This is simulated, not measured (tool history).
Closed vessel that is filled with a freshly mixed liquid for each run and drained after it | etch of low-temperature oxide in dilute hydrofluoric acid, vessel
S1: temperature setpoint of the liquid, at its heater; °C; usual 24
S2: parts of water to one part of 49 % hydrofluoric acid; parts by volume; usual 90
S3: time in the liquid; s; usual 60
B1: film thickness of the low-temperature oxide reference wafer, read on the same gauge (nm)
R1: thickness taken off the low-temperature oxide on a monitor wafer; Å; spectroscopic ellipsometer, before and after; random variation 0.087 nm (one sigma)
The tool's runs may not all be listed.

run 1 hour=0 | S1=24 S2=90 S3=60 | B1=69.99 | R1=173.8
run 2 hour=15 | S1=24 S2=105 S3=60 | B1=70 | R1=147.2
run 3 hour=26 | S1=24 S2=105 S3=60 | B1=70.01 | R1=145.4
run 4 hour=32.6 | S1=24 S2=105 S3=60 | B1=70 | R1=144.9
run 5 hour=40 | S1=20 S2=90 S3=60 | B1=70.02 | R1=147.2
run 6 hour=51 | S1=20 S2=90 S3=60 | B1=70 | R1=146.6
run 7 hour=64.6 | S1=20 S2=90 S3=60 | B1=70 | R1=147.7
-- hour=69.1 hydrofluoric acid flow meter replaced
run 8 hour=80 | S1=24 S2=90 S3=45 | B1=69.95 | R1=129.8
run 9 hour=90.6 | S1=24 S2=90 S3=60 | B1=70 | R1=174.1
run 10 hour=99.5 | S1=21.5 S2=125 S3=60 | B1=70.01 | R1=107.7
run 11 hour=113.9 | S1=24 S2=90 S3=60 | B1=70.02 | R1=172.8
run 12 hour=128.6 | S1=24 S2=130 S3=90 | B1=69.99 | R1=171.4
run 13 hour=143 | S1=20.5 S2=70 S3=80 | B1=70.03 | R1=262.3
run 14 hour=156.8 | S1=27.5 S2=90 S3=45 | B1=69.99 | R1=150.2
run 15 hour=198.6 | S1=21.5 S2=90 S3=85 | B1=69.96 | R1=220.7
run 16 hour=205.9 | S1=24 S2=90 S3=60 | B1=70.02 | R1=172.1
run 17 hour=216.6 | S1=19.5 S2=65 S3=60 | B1=70.04 | R1=206.3
run 18 hour=227.4 | S1=24 S2=110 S3=85 | B1=70.01 | R1=195
run 19 hour=238.8 | S1=22.5 S2=115 S3=75 | B1=70 | R1=152.8

Run 20 comes next. What will it give?
run 20 hour=247.6 | S1=25.5 S2=90 S3=60 | B1=? | R1=?

B1: 69.98
R1: 183.1 Å
Without the tool's hidden state the same run would have given R1 185.9 Å.
